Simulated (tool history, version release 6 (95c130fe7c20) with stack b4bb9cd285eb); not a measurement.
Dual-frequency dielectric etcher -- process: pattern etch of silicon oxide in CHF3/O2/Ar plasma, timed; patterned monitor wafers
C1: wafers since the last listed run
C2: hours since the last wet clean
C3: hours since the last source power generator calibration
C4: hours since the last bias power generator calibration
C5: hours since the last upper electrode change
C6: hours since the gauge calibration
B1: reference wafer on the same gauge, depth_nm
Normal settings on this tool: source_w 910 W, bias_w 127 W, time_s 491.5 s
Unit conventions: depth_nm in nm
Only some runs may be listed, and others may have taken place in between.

run 1 hour=0.0 | source_w=910 bias_w=117 time_s=491.5 | C1=0 C2=164.5 C3=3830.1 C4=1751.1 C5=4245.6 C6=143.2 | B1=1150.6 | depth_nm=1000.4
run 2 hour=22.6 | source_w=910 bias_w=117 time_s=491.5 | C1=75 C2=187.1 C3=3852.7 C4=1773.7 C5=4268.2 C6=165.8 | B1=1149.7 | depth_nm=998.0
run 3 hour=34.6 | source_w=910 bias_w=117 time_s=491.5 | C1=40 C2=199.1 C3=3864.7 C4=1785.7 C5=4280.2 C6=177.8 | B1=1150.0 | depth_nm=999.6
run 4 hour=62.5 | source_w=910 bias_w=127 time_s=491.5 | C1=93 C2=227.0 C3=3892.6 C4=1813.6 C5=4308.1 C6=205.7 | B1=1149.6 | depth_nm=1022.2
run 5 hour=93.4 | source_w=910 bias_w=127 time_s=491.5 | C1=103 C2=257.9 C3=3923.5 C4=1844.5 C5=4339.0 C6=236.6 | B1=1149.2 | depth_nm=1015.3
run 6 hour=121.6 | source_w=910 bias_w=120 time_s=491.5 | C1=94 C2=286.1 C3=3951.7 C4=1872.7 C5=4367.2 C6=264.8 | B1=1150.3 | depth_nm=1009.6
run 7 hour=152.6 | source_w=910 bias_w=120 time_s=491.5 | C1=103 C2=317.1 C3=3982.7 C4=1903.7 C5=4398.2 C6=295.8 | B1=1150.6 | depth_nm=1007.3
-- hour=266.4 upper electrode replaced
run 8 hour=266.9 | source_w=820 bias_w=120 time_s=491.5 | C1=302 C2=431.4 C3=4097.0 C4=2018.0 C5=0.5 C6=410.1 | B1=1149.7 | depth_nm=957.5
run 9 hour=281.2 | source_w=910 bias_w=127 time_s=491.5 | C1=47 C2=445.7 C3=4111.3 C4=2032.3 C5=14.8 C6=424.4 | B1=1148.9 | depth_nm=1017.0
-- hour=297.0 source power generator calibrated
run 10 hour=302.6 | source_w=910 bias_w=153 time_s=425.0 | C1=58 C2=467.1 C3=5.6 C4=2053.7 C5=36.2 C6=445.8 | B1=1149.9 | depth_nm=916.1
-- hour=331.5 wet clean of the chamber
run 11 hour=332.0 | source_w=910 bias_w=127 time_s=491.5 | C1=18 C2=0.5 C3=35.0 C4=2083.1 C5=65.6 C6=475.2 | B1=1150.4 | depth_nm=1017.7
-- hour=344.1 gauge calibrated
run 12 hour=346.1 | source_w=1110 bias_w=127 time_s=402.0 | C1=47 C2=14.6 C3=49.1 C4=2097.2 C5=79.7 C6=2.0 | B1=1151.0 | depth_nm=909.7
run 13 hour=361.0 | source_w=910 bias_w=127 time_s=491.5 | C1=49 C2=29.5 C3=64.0 C4=2112.1 C5=94.6 C6=16.9 | B1=1151.6 | depth_nm=1027.5
run 14 hour=373.4 | source_w=990 bias_w=146 time_s=590.0 | C1=41 C2=41.9 C3=76.4 C4=2124.5 C5=107.0 C6=29.3 | B1=1150.5 | depth_nm=1326.5
run 15 hour=393.8 | source_w=910 bias_w=111 time_s=543.5 | C1=68 C2=62.3 C3=96.8 C4=2144.9 C5=127.4 C6=49.7 | B1=1149.4 | depth_nm=1089.5
-- hour=405.6 bias power generator calibrated
run 16 hour=422.2 | source_w=990 bias_w=154 time_s=491.5 | C1=81 C2=90.7 C3=125.2 C4=16.6 C5=155.8 C6=78.1 | B1=1150.0 | depth_nm=1108.1
run 17 hour=445.9 | source_w=910 bias_w=127 time_s=454.0 | C1=79 C2=114.4 C3=148.9 C4=40.3 C5=179.5 C6=101.8 | B1=1149.7 | depth_nm=944.4
run 18 hour=471.6 | source_w=910 bias_w=141 time_s=491.5 | C1=86 C2=140.1 C3=174.6 C4=66.0 C5=205.2 C6=127.5 | B1=1149.4 | depth_nm=1045.2
run 19 hour=496.1 | source_w=1020 bias_w=141 time_s=636.0 | C1=82 C2=164.6 C3=199.1 C4=90.5 C5=229.7 C6=152.0 | B1=1150.0 | depth_nm=1439.6
run 20 hour=526.4 | source_w=910 bias_w=127 time_s=491.5 | C1=101 C2=194.9 C3=229.4 C4=120.8 C5=260.0 C6=182.3 | B1=1148.0 | depth_nm=1024.7

Consider 4 possible next runs. They are alternatives, not a sequence: every one starts from the tool as it was left by run 20. What does each give?
run A hour=527.0 | source_w=910 bias_w=100 time_s=491.5 | C1=2 C2=195.5 C3=230.0 C4=121.4 C5=260.6 C6=182.9 | B1=? | depth_nm=?
run B hour=527.0 | source_w=910 bias_w=106 time_s=491.5 | C1=2 C2=195.5 C3=230.0 C4=121.4 C5=260.6 C6=182.9 | B1=? | depth_nm=?
run C hour=527.0 | source_w=910 bias_w=127 time_s=557.0 | C1=2 C2=195.5 C3=230.0 C4=121.4 C5=260.6 C6=182.9 | B1=? | depth_nm=?
run D hour=527.0 | source_w=750 bias_w=143 time_s=367.5 | C1=2 C2=195.5 C3=230.0 C4=121.4 C5=260.6 C6=182.9 | B1=? | depth_nm=?

run=A B1=1150.9 depth_nm=965.9
run=B B1=1150.9 depth_nm=978.7
run=C B1=1150.9 depth_nm=1157.9
run=D B1=1150.9 depth_nm=715.0
Without the tool's hidden state the same runs would have given:
run=A depth_nm=965.9
run=B depth_nm=978.7
run=C depth_nm=1157.9
run=D depth_nm=715.0
